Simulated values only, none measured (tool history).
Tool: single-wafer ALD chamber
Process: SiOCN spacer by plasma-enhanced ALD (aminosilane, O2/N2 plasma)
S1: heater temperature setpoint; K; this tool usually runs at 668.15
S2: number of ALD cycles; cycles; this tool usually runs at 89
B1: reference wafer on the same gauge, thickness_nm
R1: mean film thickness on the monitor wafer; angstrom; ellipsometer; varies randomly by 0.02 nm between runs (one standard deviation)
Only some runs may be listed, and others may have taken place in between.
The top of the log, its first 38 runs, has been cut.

Run 39, hour 3072.8: usual settings but S1 662.15 K, S2 84 cycles; B1 5.457. Result: R1 55.47 angstrom.
Run 40, hour 3173.3: usual settings; B1 5.451. Result: R1 58.36 angstrom.
Run 41, hour 3271.8: usual settings; B1 5.459. Result: R1 58.55 angstrom.
Run 42, hour 3373.1: usual settings; B1 5.452. Result: R1 58.04 angstrom.
Run 43, hour 3433.1: usual settings but S1 681.15 K, S2 102 cycles; B1 5.453. Result: R1 66.08 angstrom.
Run 44, hour 3501.4: usual settings but S1 663.15 K, S2 82 cycles; B1 5.46. Result: R1 53.99 angstrom.
Run 45, hour 3551.2: usual settings but S1 657.15 K; B1 5.467. Result: R1 58.39 angstrom.
Run 46, hour 3611.2: usual settings but S1 683.15 K; B1 5.462. Result: R1 57.03 angstrom.

Forecast each of these 5 alternatives for the next run:
Run A, hour 3611.8: usual settings but S1 663.15 K; B1 ?. Result: R1 ?.
Run B, hour 3611.8: usual settings but S1 682.15 K, S2 95 cycles; B1 ?. Result: R1 ?.
Run C, hour 3611.8: usual settings but S1 677.15 K, S2 102 cycles; B1 ?. Result: R1 ?.
Run D, hour 3611.8: usual settings but S1 681.15 K, S2 104 cycles; B1 ?. Result: R1 ?.
Run E, hour 3611.8: usual settings but S2 101 cycles; B1 ?. Result: R1 ?.

run     B1     R1
  A  5.462  58.54
  B  5.462  61.11
  C  5.462   66.5
  D  5.462  67.08
  E  5.462  66.43
Without the tool's unlogged condition, the same runs would have read:
run     R1
  A  58.54
  B  61.11
  C   66.5
  D  67.08
  E  66.43
